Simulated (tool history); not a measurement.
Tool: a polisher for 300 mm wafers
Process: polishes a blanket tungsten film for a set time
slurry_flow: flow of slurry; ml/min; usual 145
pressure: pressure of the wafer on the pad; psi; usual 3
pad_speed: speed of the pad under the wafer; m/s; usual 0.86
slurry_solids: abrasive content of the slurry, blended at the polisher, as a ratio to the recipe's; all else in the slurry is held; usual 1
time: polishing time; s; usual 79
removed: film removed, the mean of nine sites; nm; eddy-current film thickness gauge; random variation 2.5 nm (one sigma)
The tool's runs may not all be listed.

| run | hour | slurry_flow | pressure | pad_speed | slurry_solids | time | wafers since the last listed run | wafers polished on this pad | hours since the slurry nozzle was cleaned | hours since the head pressure was calibrated | hours since the slurry blender was calibrated | hours since the slurry got fresh peroxide | incoming thickness of the incoming film, nm | removed |
|---|---|---|---|---|---|---|---|---|---|---|---|---|---|---|
| 1 | 0 | 145 | 3 | 0.86 | 1 | 79 | 0 | 2600 | 310.4 | 827.9 | 370.6 | 148.9 | 1382.4 | 211.3 |
| 2 | 71.1 | 145 | 3 | 0.86 | 1 | 79 | 668 | 3268 | 381.5 | 899 | 441.7 | 220 | 1419.9 | 209.8 |
|  | 73.8 | slurry blender recalibrated |
| 3 | 163.1 | 145 | 3.6 | 1.1 | 1 | 65 | 846 | 4115 | 473.5 | 991 | 89.3 | 312 | 1397.8 | 239.4 |
|  | 172.3 | slurry nozzle cleaned |
| 4 | 224.5 | 100 | 3 | 0.68 | 1 | 79 | 568 | 4683 | 52.2 | 1052.4 | 150.7 | 373.4 | 1402.6 | 156 |
|  | 240.9 | head pressure recalibrated |
|  | 244.9 | worn pad replaced by a new one |
| 5 | 252.1 | 145 | 3.5 | 0.86 | 1 | 79 | 203 | 67 | 79.8 | 11.2 | 178.3 | 401 | 1390.1 | 230.4 |
| 6 | 292 | 120 | 3 | 1.06 | 1 | 79 | 375 | 442 | 119.7 | 51.1 | 218.2 | 440.9 | 1395 | 230.5 |
|  | 315.1 | slurry tank refilled with fresh slurry and peroxide |
| 7 | 327.4 | 145 | 3 | 0.86 | 1 | 79 | 323 | 766 | 155.1 | 86.5 | 253.6 | 12.3 | 1399.8 | 220.6 |
| 8 | 438.4 | 145 | 3 | 1.04 | 1 | 79 | 1043 | 1810 | 266.1 | 197.5 | 364.6 | 123.3 | 1422.8 | 245.3 |
| 9 | 503.1 | 145 | 3.8 | 0.78 | 1 | 79 | 608 | 2418 | 330.8 | 262.2 | 429.3 | 188 | 1392.5 | 228.5 |
| 10 | 533.9 | 170 | 2.1 | 0.86 | 1.15 | 93 | 289 | 2708 | 361.6 | 293 | 460.1 | 218.8 | 1400.5 | 199.6 |
|  | 590 | slurry blender recalibrated |
| 11 | 591.8 | 145 | 3 | 0.98 | 0.85 | 79 | 525 | 3233 | 419.5 | 350.9 | 1.8 | 276.7 | 1403.8 | 213.8 |
| 12 | 635.7 | 145 | 3 | 0.86 | 1 | 79 | 412 | 3646 | 463.4 | 394.8 | 45.7 | 320.6 | 1412.4 | 202.1 |
| 13 | 676.1 | 145 | 3 | 0.86 | 1 | 79 | 379 | 4026 | 503.8 | 435.2 | 86.1 | 361 | 1399.6 | 203 |
|  | 696.4 | slurry nozzle cleaned |
|  | 704.7 | worn pad replaced by a new one |
| 14 | 705.2 | 145 | 3 | 0.58 | 1.2 | 79 | 226 | 4 | 8.8 | 464.3 | 115.2 | 390.1 | 1407.6 | 156.6 |
| 15 | 745.3 | 145 | 3 | 0.98 | 0.85 | 79 | 377 | 381 | 48.9 | 504.4 | 155.3 | 430.2 | 1426.6 | 207.3 |
|  | 771.8 | slurry tank refilled with fresh slurry and peroxide |
| 16 | 784 | 145 | 3.9 | 0.86 | 1.2 | 79 | 354 | 736 | 87.6 | 543.1 | 194 | 12.2 | 1393.8 | 285.5 |
| 17 | 849.6 | 145 | 3 | 1.16 | 0.8 | 79 | 616 | 1353 | 153.2 | 608.7 | 259.6 | 77.8 | 1391.9 | 252.6 |
| 18 | 882.1 | 145 | 3 | 0.86 | 0.75 | 79 | 305 | 1658 | 185.7 | 641.2 | 292.1 | 110.3 | 1408.1 | 191.3 |
| 19 | 907.7 | 160 | 2.7 | 0.86 | 1.1 | 101 | 240 | 1899 | 211.3 | 666.8 | 317.7 | 135.9 | 1374.8 | 255.3 |
| 20 | 940.5 | 125 | 3 | 0.58 | 1 | 79 | 308 | 2208 | 244.1 | 699.6 | 350.5 | 168.7 | 1422.3 | 151.8 |
| 21 | 978.2 | 145 | 3 | 0.86 | 1 | 79 | 354 | 2562 | 281.8 | 737.3 | 388.2 | 206.4 | 1409.6 | 204.3 |
| 22 | 1013.1 | 145 | 3 | 0.86 | 1 | 79 | 328 | 2890 | 316.7 | 772.2 | 423.1 | 241.3 | 1393 | 205.7 |
|  | 1053.7 | slurry blender recalibrated |
|  | 1193.1 | slurry nozzle cleaned |
|  | 1209.1 | worn pad replaced by a new one |
| 23 | 1209.6 | 145 | 3 | 0.86 | 1 | 79 | 1782 | 4 | 16.5 | 968.7 | 155.9 | 437.8 | 1376 | 198.6 |
|  | 1245.8 | slurry tank refilled with fresh slurry and peroxide |
| 24 | 1273.1 | 165 | 2.6 | 0.86 | 0.8 | 87 | 587 | 592 | 80 | 1032.2 | 219.4 | 27.3 | 1422.6 | 208.8 |
| 25 | 1303.6 | 145 | 3 | 0.62 | 0.7 | 99 | 286 | 879 | 110.5 | 1062.7 | 249.9 | 57.8 | 1387.3 | 188.9 |

Measured less the same run without the tool's hidden state. The same run-to-run variation is in both; the gauge's scatter may not be:
The hidden state here: removal rate lost through wear of the pad, %; slurry flow missing at the pad, %; deviation of the head's pressure from its setpoint, %; abrasive missing from the slurry, %; peroxide lost from the slurry, %.
| run | removed |
|---|---|
| 1 | -13.8 |
| 2 | -17.4 |
| 3 | -23.4 |
| 4 | -16.3 |
| 5 | -24.7 |
| 6 | -25.3 |
| 7 | -4.5 |
| 8 | -17.1 |
| 9 | -20.3 |
| 10 | -19.2 |
| 11 | -22.9 |
| 12 | -22.9 |
| 13 | -23.9 |
| 14 | -18.9 |
| 15 | -25.6 |
| 16 | -5.8 |
| 17 | -13.1 |
| 18 | -12.3 |
| 19 | -18.8 |
| 20 | -12.6 |
| 21 | -19 |
| 22 | -20.7 |
| 23 | -24.7 |
| 24 | -3.2 |
| 25 | -5.5 |
